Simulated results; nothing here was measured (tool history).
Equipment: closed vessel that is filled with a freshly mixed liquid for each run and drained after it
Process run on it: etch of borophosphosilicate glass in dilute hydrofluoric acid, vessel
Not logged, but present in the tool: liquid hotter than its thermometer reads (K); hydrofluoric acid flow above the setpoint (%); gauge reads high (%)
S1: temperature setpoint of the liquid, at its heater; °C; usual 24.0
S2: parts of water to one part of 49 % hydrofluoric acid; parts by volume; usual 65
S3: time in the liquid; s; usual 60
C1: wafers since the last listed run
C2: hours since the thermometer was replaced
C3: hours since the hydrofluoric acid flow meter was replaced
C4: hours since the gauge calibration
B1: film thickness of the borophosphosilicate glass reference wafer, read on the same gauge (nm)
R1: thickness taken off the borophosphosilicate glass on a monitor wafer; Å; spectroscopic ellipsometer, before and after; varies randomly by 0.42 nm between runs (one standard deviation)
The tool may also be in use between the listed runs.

run     day    S1  S2  S3     C1      C2      C3     C4      B1     R1
  1   0.000  24.0  65  60      0  1749.0  1009.8  117.2  129.97  548.5
  2   2.992  24.0  65  60   9522  1820.8  1081.6  189.0  129.98  560.8
  3   6.162  24.0  65  60  10093  1896.9  1157.7  265.1  130.01  565.5
  4   9.212  24.0  65  60   9708  1970.1  1230.9  338.3  129.99  561.6
  5  12.188  23.0  65  60   9469  2041.5  1302.3  409.7  130.03  550.1
  6  14.633  23.0  65  60   7785  2100.2  1361.0  468.4  129.98  551.6
     15.096  -- gauge calibrated
     15.292  -- hydrofluoric acid flow meter replaced
  7  18.512  23.0  65  60  12215  2193.3    77.3   82.0  130.01  495.4
  8  20.150  26.5  65  60   5212  2232.6   116.6  121.3  130.00  576.5
  9  24.346  21.0  40  40  13355  2333.3   217.3  222.0  129.99  530.0
 10  26.958  20.0  85  45   8315  2396.0   280.0  284.7  130.04  251.7
 11  29.154  22.0  85  50   6989  2448.7   332.7  337.4  129.99  299.1
     29.742  -- thermometer replaced
 12  31.271  24.0  65  60   6605    36.7   383.5  388.2  130.03  476.1
 13  35.392  24.0  65  60  13117   135.6   482.4  487.1  130.00  473.0
     35.825  -- gauge calibrated
 14  36.958  29.0  55  75   4986   173.2   520.0   27.2  129.97  885.3
 15  39.550  27.0  85  35   8249   235.4   582.2   89.4  130.01  237.8
 16  44.967  24.0  45  75  17242   365.4   712.2  219.4  130.01  919.2

Some steps in R1 between neighbouring runs. How much of each would the tool show without its hidden state too (settings, what came in, random variation), and how much is left for the hidden state, with any gauge scatter that isn't in both results?
Run 15 -> 16: S1 27.0 -> 24.0, S2 85 -> 45, S3 35 -> 75. R1 +681.4 Å: hidden state +62.1, all else +619.3.
